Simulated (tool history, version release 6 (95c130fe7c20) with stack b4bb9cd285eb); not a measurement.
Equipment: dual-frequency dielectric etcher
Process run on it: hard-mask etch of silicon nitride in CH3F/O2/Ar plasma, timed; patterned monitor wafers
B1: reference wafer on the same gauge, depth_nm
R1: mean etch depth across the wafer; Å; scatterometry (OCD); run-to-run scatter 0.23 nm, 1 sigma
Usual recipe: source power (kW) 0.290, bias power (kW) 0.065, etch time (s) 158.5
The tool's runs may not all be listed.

Run 1, hour 0.0: usual settings but bias power (kW) 0.073; B1 75.1. Result: R1 934 Å.
Run 2, hour 17.7: usual settings but bias power (kW) 0.073; B1 75.1. Result: R1 934 Å.
Run 3, hour 32.9: usual settings but bias power (kW) 0.073; B1 75.1. Result: R1 937 Å.
Run 4, hour 41.2: usual settings but source power (kW) 0.310, etch time (s) 133.0; B1 75.1. Result: R1 777 Å.
Run 5, hour 51.2: usual settings but source power (kW) 0.310, etch time (s) 133.0; B1 75.1. Result: R1 776 Å.
Run 6, hour 61.1: usual settings; B1 75.0. Result: R1 894 Å.
Run 7, hour 75.3: usual settings; B1 75.1. Result: R1 899 Å.
Run 8, hour 91.5: usual settings; B1 75.1. Result: R1 896 Å.
Run 9, hour 120.5: usual settings but source power (kW) 0.240; B1 75.1. Result: R1 800 Å.
Run 10, hour 120.9: usual settings but source power (kW) 0.240; B1 75.1. Result: R1 792 Å.
Run 11, hour 129.0: usual settings but source power (kW) 0.240; B1 75.1. Result: R1 799 Å.
Run 12, hour 146.4: usual settings; B1 75.2. Result: R1 896 Å.
Run 13, hour 155.7: usual settings; B1 75.2. Result: R1 894 Å.
Run 14, hour 182.9: usual settings but bias power (kW) 0.053, etch time (s) 112.5; B1 75.2. Result: R1 587 Å.
Run 15, hour 183.2: usual settings but source power (kW) 0.360, bias power (kW) 0.054, etch time (s) 183.5; B1 75.1. Result: R1 1084 Å.
Run 16, hour 197.3: usual settings; B1 75.1. Result: R1 889 Å.
Run 17, hour 224.5: usual settings; B1 75.2. Result: R1 894 Å.
Run 18, hour 232.2: usual settings; B1 75.0. Result: R1 895 Å.
Run 19, hour 240.1: usual settings but bias power (kW) 0.075; B1 75.1. Result: R1 946 Å.
Run 20, hour 256.2: usual settings but source power (kW) 0.230, bias power (kW) 0.053, etch time (s) 191.0; B1 75.1. Result: R1 859 Å.
Run 21, hour 272.7: usual settings; B1 75.1. Result: R1 897 Å.
Run 22, hour 282.9: usual settings but source power (kW) 0.330, bias power (kW) 0.051, etch time (s) 202.5; B1 75.0. Result: R1 1119 Å.
Run 23, hour 291.3: usual settings but source power (kW) 0.310, bias power (kW) 0.074; B1 75.1. Result: R1 978 Å.
Run 24, hour 303.8: usual settings but bias power (kW) 0.054, etch time (s) 199.0; B1 75.1. Result: R1 1047 Å.
Run 25, hour 321.6: usual settings; B1 75.1. Result: R1 895 Å.
Run 26, hour 337.2: usual settings but source power (kW) 0.330, bias power (kW) 0.081, etch time (s) 132.0; B1 75.1. Result: R1 874 Å.
Run 27, hour 350.4: usual settings but source power (kW) 0.250; B1 75.1. Result: R1 815 Å.

Put back what was entered between runs (5 entries, withheld): which listed runs does each sit between, and how does the hidden state differ from the listed run before to the listed run after?
Run 8 -> run 9: wet clean of the chamber (hour 120.0)
  no hidden state differs between the two runs
Run 11 -> run 12: source power generator calibrated (hour 141.8)
  no hidden state differs between the two runs
Run 13 -> run 14: upper electrode replaced (hour 182.4)
  no hidden state differs between the two runs
Run 16 -> run 17: gauge calibrated (hour 216.6); bias power generator calibrated (hour 221.2)
  no hidden state differs between the two runs

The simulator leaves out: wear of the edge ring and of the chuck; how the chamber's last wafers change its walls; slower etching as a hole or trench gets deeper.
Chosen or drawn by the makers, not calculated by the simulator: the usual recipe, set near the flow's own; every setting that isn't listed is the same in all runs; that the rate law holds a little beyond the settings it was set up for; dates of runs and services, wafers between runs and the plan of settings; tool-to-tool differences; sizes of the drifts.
